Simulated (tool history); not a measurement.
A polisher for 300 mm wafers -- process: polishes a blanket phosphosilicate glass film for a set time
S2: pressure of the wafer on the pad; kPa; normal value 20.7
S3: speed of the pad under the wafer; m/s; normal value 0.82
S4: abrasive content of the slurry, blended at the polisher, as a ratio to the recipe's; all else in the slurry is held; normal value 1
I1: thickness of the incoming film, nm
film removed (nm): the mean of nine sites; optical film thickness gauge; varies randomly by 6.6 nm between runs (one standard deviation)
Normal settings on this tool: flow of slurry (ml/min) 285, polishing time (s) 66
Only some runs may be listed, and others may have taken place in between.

{"run": 1, "hour": 0.0, "flow of slurry (ml/min)": 285, "S2": 20.7, "S3": 0.92, "S4": 1, "polishing time (s)": 66, "I1": 4507.2, "film removed (nm)": 499.7}
{"run": 2, "hour": 96.6, "flow of slurry (ml/min)": 285, "S2": 20.7, "S3": 0.92, "S4": 1, "polishing time (s)": 66, "I1": 4552.8, "film removed (nm)": 504.5}
{"hour": 124.4, "done": "slurry nozzle cleaned"}
{"hour": 134.2, "done": "worn pad replaced by a new one"}
{"hour": 260.5, "done": "head pressure recalibrated"}
{"hour": 277.1, "done": "conditioning disc replaced and pad reconditioned"}
{"run": 3, "hour": 365.9, "flow of slurry (ml/min)": 285, "S2": 20.7, "S3": 0.82, "S4": 1, "polishing time (s)": 66, "I1": 4495.4, "film removed (nm)": 439.4}
{"run": 4, "hour": 446.0, "flow of slurry (ml/min)": 315, "S2": 18.6, "S3": 0.82, "S4": 1, "polishing time (s)": 66, "I1": 4579.5, "film removed (nm)": 418.9}
{"run": 5, "hour": 536.0, "flow of slurry (ml/min)": 315, "S2": 18.6, "S3": 0.82, "S4": 1, "polishing time (s)": 66, "I1": 4519.8, "film removed (nm)": 414.3}
{"hour": 577.0, "done": "slurry blender recalibrated"}
{"run": 6, "hour": 585.6, "flow of slurry (ml/min)": 235, "S2": 20.7, "S3": 0.82, "S4": 1, "polishing time (s)": 66, "I1": 4565, "film removed (nm)": 439.9}
{"run": 7, "hour": 647.0, "flow of slurry (ml/min)": 285, "S2": 24.8, "S3": 0.82, "S4": 1, "polishing time (s)": 66, "I1": 4523.5, "film removed (nm)": 514.4}
{"hour": 697.2, "done": "worn pad replaced by a new one"}
{"run": 8, "hour": 736.1, "flow of slurry (ml/min)": 195, "S2": 24.8, "S3": 0.94, "S4": 1, "polishing time (s)": 54, "I1": 4585, "film removed (nm)": 448}
{"hour": 739.0, "done": "slurry nozzle cleaned"}
{"run": 9, "hour": 809.5, "flow of slurry (ml/min)": 315, "S2": 26.9, "S3": 0.82, "S4": 1, "polishing time (s)": 66, "I1": 4602.9, "film removed (nm)": 546.4}
{"run": 10, "hour": 865.0, "flow of slurry (ml/min)": 245, "S2": 22.8, "S3": 0.82, "S4": 1, "polishing time (s)": 66, "I1": 4501.3, "film removed (nm)": 480.7}
{"run": 11, "hour": 966.9, "flow of slurry (ml/min)": 285, "S2": 20.7, "S3": 0.68, "S4": 1, "polishing time (s)": 66, "I1": 4527.6, "film removed (nm)": 374}
{"hour": 989.9, "done": "conditioning disc replaced and pad reconditioned"}
{"run": 12, "hour": 1074.4, "flow of slurry (ml/min)": 285, "S2": 20.7, "S3": 0.82, "S4": 1, "polishing time (s)": 66, "I1": 4511.9, "film removed (nm)": 453.2}
{"hour": 1146.2, "done": "head pressure recalibrated"}
{"run": 13, "hour": 1146.7, "flow of slurry (ml/min)": 285, "S2": 17.2, "S3": 0.82, "S4": 1, "polishing time (s)": 66, "I1": 4616.4, "film removed (nm)": 377.3}
{"hour": 1158.3, "done": "slurry blender recalibrated"}
{"run": 14, "hour": 1191.9, "flow of slurry (ml/min)": 380, "S2": 24.8, "S3": 0.82, "S4": 1, "polishing time (s)": 75, "I1": 4610.6, "film removed (nm)": 589.6}
{"run": 15, "hour": 1259.8, "flow of slurry (ml/min)": 285, "S2": 20.7, "S3": 0.82, "S4": 1, "polishing time (s)": 66, "I1": 4560.2, "film removed (nm)": 453.6}
{"hour": 1285.1, "done": "slurry nozzle cleaned"}
{"hour": 1317.3, "done": "worn pad replaced by a new one"}
{"run": 16, "hour": 1360.8, "flow of slurry (ml/min)": 285, "S2": 20.7, "S3": 0.82, "S4": 0.75, "polishing time (s)": 66, "I1": 4572, "film removed (nm)": 384.1}
{"run": 17, "hour": 1399.8, "flow of slurry (ml/min)": 320, "S2": 26.2, "S3": 0.82, "S4": 1, "polishing time (s)": 66, "I1": 4598.1, "film removed (nm)": 549.2}
{"run": 18, "hour": 1596.8, "flow of slurry (ml/min)": 285, "S2": 20.7, "S3": 0.72, "S4": 0.75, "polishing time (s)": 66, "I1": 4562.3, "film removed (nm)": 338.5}
{"hour": 1626.3, "done": "conditioning disc replaced and pad reconditioned"}
{"run": 19, "hour": 1698.0, "flow of slurry (ml/min)": 340, "S2": 14.5, "S3": 0.82, "S4": 1, "polishing time (s)": 66, "I1": 4516.9, "film removed (nm)": 341.8}
{"run": 20, "hour": 1737.8, "flow of slurry (ml/min)": 285, "S2": 20.7, "S3": 0.98, "S4": 0.9, "polishing time (s)": 66, "I1": 4515.3, "film removed (nm)": 485}
{"run": 21, "hour": 1789.3, "flow of slurry (ml/min)": 245, "S2": 26.2, "S3": 0.7, "S4": 1, "polishing time (s)": 57, "I1": 4477, "film removed (nm)": 397.7}
{"hour": 1818.6, "done": "slurry blender recalibrated"}
{"run": 22, "hour": 1866.2, "flow of slurry (ml/min)": 285, "S2": 20.7, "S3": 0.82, "S4": 1.15, "polishing time (s)": 60, "I1": 4646, "film removed (nm)": 426.2}
{"run": 23, "hour": 1912.2, "flow of slurry (ml/min)": 285, "S2": 20.7, "S3": 0.82, "S4": 1.25, "polishing time (s)": 66, "I1": 4488.7, "film removed (nm)": 505.3}
{"hour": 1932.1, "done": "slurry nozzle cleaned"}
{"hour": 1964.6, "done": "worn pad replaced by a new one"}
{"run": 24, "hour": 2016.1, "flow of slurry (ml/min)": 285, "S2": 20.7, "S3": 0.82, "S4": 1, "polishing time (s)": 66, "I1": 4600.9, "film removed (nm)": 452}
{"run": 25, "hour": 2053.7, "flow of slurry (ml/min)": 220, "S2": 20.7, "S3": 0.82, "S4": 1.1, "polishing time (s)": 58, "I1": 4574.9, "film removed (nm)": 405.7}

Hidden state, per run?
removal rate lost through wear of the pad, %: 0 at every run
slurry flow missing at the pad, %: 0 at every run
deviation of the head's pressure from its setpoint, %: 0 at every run
abrasive missing from the slurry, %: 0 at every run
time polished since the conditioner stopped cutting, s: 0 at every run
